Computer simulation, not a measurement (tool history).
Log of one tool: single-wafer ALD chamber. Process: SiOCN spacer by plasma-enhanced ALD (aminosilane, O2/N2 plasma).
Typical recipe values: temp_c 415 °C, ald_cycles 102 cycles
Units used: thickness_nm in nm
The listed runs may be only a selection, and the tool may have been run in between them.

run,day,temp_c,ald_cycles,"read-back reference wafer on the same gauge, thickness_nm",thickness_nm
1,0,415,94,5.469,5.974
2,0.45,415,102,5.469,6.494
3,0.967,415,102,5.471,6.483
4,1.333,415,102,5.467,6.492
5,1.638,415,102,5.472,6.499
6,2.196,420,92,5.471,5.768
7,2.942,420,92,5.474,5.73
8,3.621,415,102,5.471,6.507
9,4.183,415,102,5.47,6.485
10,4.892,415,102,5.473,6.51
11,5.154,411,102,5.471,6.587
12,5.683,411,102,5.468,6.631
13,7.379,411,102,5.471,6.625
14,7.65,415,102,5.469,6.516
15,8.308,415,102,5.47,6.524
16,8.95,415,102,5.469,6.504
# day 9.846: thermocouple changed; heater temperature recalibrated
17,9.867,415,102,5.471,6.384
18,10.258,415,102,5.467,6.397
19,10.562,415,102,5.47,6.366
20,10.875,415,102,5.467,6.375
21,11.254,425,102,5.472,6.14
22,11.55,425,102,5.469,6.165
23,11.954,430,102,5.467,6.064
# day 12.192: gauge calibrated
24,12.296,402,88,5.471,5.761
25,12.642,415,102,5.471,6.383
26,13.333,409,117,5.469,7.453
27,14.025,404,90,5.473,5.831
28,14.667,401,117,5.471,7.655
29,15.317,428,109,5.471,6.486
30,15.604,404,102,5.476,6.625
31,17.592,415,102,5.471,6.386
32,18.162,415,102,5.47,6.376
33,18.496,415,102,5.466,6.368
34,18.988,406,90,5.468,5.822
35,19.317,415,102,5.473,6.407
36,19.662,415,102,5.468,6.394
37,20.296,427,97,5.469,5.802
38,20.921,403,86,5.471,5.637
39,21.592,401,84,5.472,5.505
40,21.875,408,95,5.47,6.08
41,22.458,415,102,5.471,6.362
42,24.483,407,92,5.471,5.943
43,25.104,402,102,5.471,6.698
44,25.812,415,102,5.473,6.398
45,26.133,415,102,5.47,6.407
46,26.458,415,102,5.468,6.408

5 ways to go on from here, each from the tool as it stands after run 46. What would each give?
A,26.483,415,82,?,?
B,26.483,407,102,?,?
C,26.483,429,90,?,?
D,26.483,425,83,?,?
E,26.483,409,102,?,?

run,"read-back reference wafer on the same gauge, thickness_nm",thickness_nm
A,5.473,5.131
B,5.473,6.565
C,5.473,5.349
D,5.473,5.007
E,5.473,6.519
The same runs, with their run-to-run variation unchanged, on a tool lacking any hidden condition would have given:
run,thickness_nm
A,5.131
B,6.566
C,5.35
D,5.008
E,6.52

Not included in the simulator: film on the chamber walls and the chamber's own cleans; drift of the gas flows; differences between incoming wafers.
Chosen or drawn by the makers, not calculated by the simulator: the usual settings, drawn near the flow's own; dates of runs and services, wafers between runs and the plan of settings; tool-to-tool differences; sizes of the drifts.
